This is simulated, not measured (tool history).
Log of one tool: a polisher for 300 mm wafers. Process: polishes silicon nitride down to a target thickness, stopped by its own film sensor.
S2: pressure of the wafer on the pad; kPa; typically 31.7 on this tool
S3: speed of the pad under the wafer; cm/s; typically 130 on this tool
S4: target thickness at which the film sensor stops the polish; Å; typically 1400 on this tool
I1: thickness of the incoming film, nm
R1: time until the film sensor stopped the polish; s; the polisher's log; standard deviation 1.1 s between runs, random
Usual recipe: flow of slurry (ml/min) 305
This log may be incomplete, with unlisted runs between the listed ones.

{"run": 1, "day": 0.0, "flow of slurry (ml/min)": 305, "S2": 31.7, "S3": 130, "S4": 1040, "I1": 368.7, "R1": 108.5}
{"run": 2, "day": 1.304, "flow of slurry (ml/min)": 305, "S2": 31.7, "S3": 130, "S4": 1040, "I1": 363.9, "R1": 108.0}
{"run": 3, "day": 2.512, "flow of slurry (ml/min)": 305, "S2": 31.7, "S3": 130, "S4": 1040, "I1": 369.0, "R1": 112.2}
{"day": 2.867, "done": "worn pad replaced by a new one"}
{"run": 4, "day": 3.596, "flow of slurry (ml/min)": 240, "S2": 31.7, "S3": 130, "S4": 1400, "I1": 375.4, "R1": 100.6}
{"run": 5, "day": 5.033, "flow of slurry (ml/min)": 240, "S2": 31.7, "S3": 130, "S4": 1400, "I1": 378.3, "R1": 102.8}
{"run": 6, "day": 5.575, "flow of slurry (ml/min)": 240, "S2": 31.7, "S3": 130, "S4": 1400, "I1": 368.8, "R1": 96.4}
{"run": 7, "day": 6.233, "flow of slurry (ml/min)": 350, "S2": 31.7, "S3": 130, "S4": 1400, "I1": 367.8, "R1": 94.2}
{"run": 8, "day": 7.404, "flow of slurry (ml/min)": 305, "S2": 31.7, "S3": 130, "S4": 1400, "I1": 369.9, "R1": 97.3}
{"run": 9, "day": 8.788, "flow of slurry (ml/min)": 305, "S2": 31.7, "S3": 130, "S4": 1400, "I1": 373.9, "R1": 98.7}
{"day": 9.146, "done": "worn pad replaced by a new one"}
{"run": 10, "day": 10.025, "flow of slurry (ml/min)": 305, "S2": 31.7, "S3": 130, "S4": 1400, "I1": 371.1, "R1": 99.2}
{"day": 10.117, "done": "slurry nozzle cleaned"}
{"run": 11, "day": 11.121, "flow of slurry (ml/min)": 305, "S2": 31.7, "S3": 130, "S4": 1150, "I1": 363.8, "R1": 105.3}
{"run": 12, "day": 11.638, "flow of slurry (ml/min)": 305, "S2": 31.7, "S3": 98, "S4": 1400, "I1": 372.1, "R1": 123.9}
{"day": 14.525, "done": "worn pad replaced by a new one"}
{"run": 13, "day": 14.846, "flow of slurry (ml/min)": 345, "S2": 27.6, "S3": 168, "S4": 610, "I1": 371.8, "R1": 128.5}
{"run": 14, "day": 15.462, "flow of slurry (ml/min)": 305, "S2": 26.9, "S3": 130, "S4": 1720, "I1": 365.9, "R1": 100.9}
{"day": 16.671, "done": "head pressure recalibrated"}
{"run": 15, "day": 16.8, "flow of slurry (ml/min)": 400, "S2": 24.1, "S3": 172, "S4": 2110, "I1": 364.7, "R1": 62.5}
{"run": 16, "day": 17.883, "flow of slurry (ml/min)": 365, "S2": 31.7, "S3": 158, "S4": 1400, "I1": 368.1, "R1": 74.7}
{"run": 17, "day": 18.975, "flow of slurry (ml/min)": 240, "S2": 31.7, "S3": 130, "S4": 1400, "I1": 361.5, "R1": 86.2}
{"day": 19.862, "done": "worn pad replaced by a new one"}
{"run": 18, "day": 19.979, "flow of slurry (ml/min)": 305, "S2": 31.7, "S3": 96, "S4": 960, "I1": 362.3, "R1": 135.6}
{"run": 19, "day": 21.283, "flow of slurry (ml/min)": 305, "S2": 31.7, "S3": 130, "S4": 1400, "I1": 368.4, "R1": 91.4}
{"run": 20, "day": 22.408, "flow of slurry (ml/min)": 380, "S2": 31.7, "S3": 166, "S4": 1100, "I1": 368.3, "R1": 86.1}
{"run": 21, "day": 23.379, "flow of slurry (ml/min)": 370, "S2": 40.7, "S3": 152, "S4": 1400, "I1": 367.4, "R1": 61.9}
{"run": 22, "day": 24.696, "flow of slurry (ml/min)": 340, "S2": 31.7, "S3": 156, "S4": 2070, "I1": 372.5, "R1": 57.0}
{"run": 23, "day": 25.304, "flow of slurry (ml/min)": 305, "S2": 31.7, "S3": 130, "S4": 1750, "I1": 363.2, "R1": 76.2}
{"day": 25.821, "done": "worn pad replaced by a new one"}
{"run": 24, "day": 26.788, "flow of slurry (ml/min)": 305, "S2": 31.7, "S3": 152, "S4": 1400, "I1": 374.4, "R1": 83.9}

For some of the steps in R1 from one run to the next: how much would appear even if the tool had no hidden state, given the settings, what came in and random variation, and how much remains for the hidden state plus any gauge scatter that the measured result and the result without hidden state don't share?
Hidden state present: removal rate lost through wear of the pad, %; slurry flow missing at the pad, %; deviation of the head's pressure from its setpoint, %.
Run 13 -> 14: flow of slurry (ml/min) 345 -> 305, S2 27.6 -> 26.9, S3 168 -> 130, S4 610 -> 1720. R1 -27.6 s: hidden state -2.9, all else -24.7.
Run 14 -> 15: flow of slurry (ml/min) 305 -> 400, S2 26.9 -> 24.1, S3 130 -> 172, S4 1720 -> 2110, head pressure recalibrated. R1 -38.4 s: hidden state -10.8, all else -27.6.
Run 17 -> 18: flow of slurry (ml/min) 240 -> 305, S3 130 -> 96, S4 1400 -> 960, worn pad replaced by a new one. R1 +49.4 s: hidden state +1.4, all else +48.0.
Run 18 -> 19: S3 96 -> 130, S4 960 -> 1400. R1 -44.2 s: hidden state -0.6, all else -43.6.
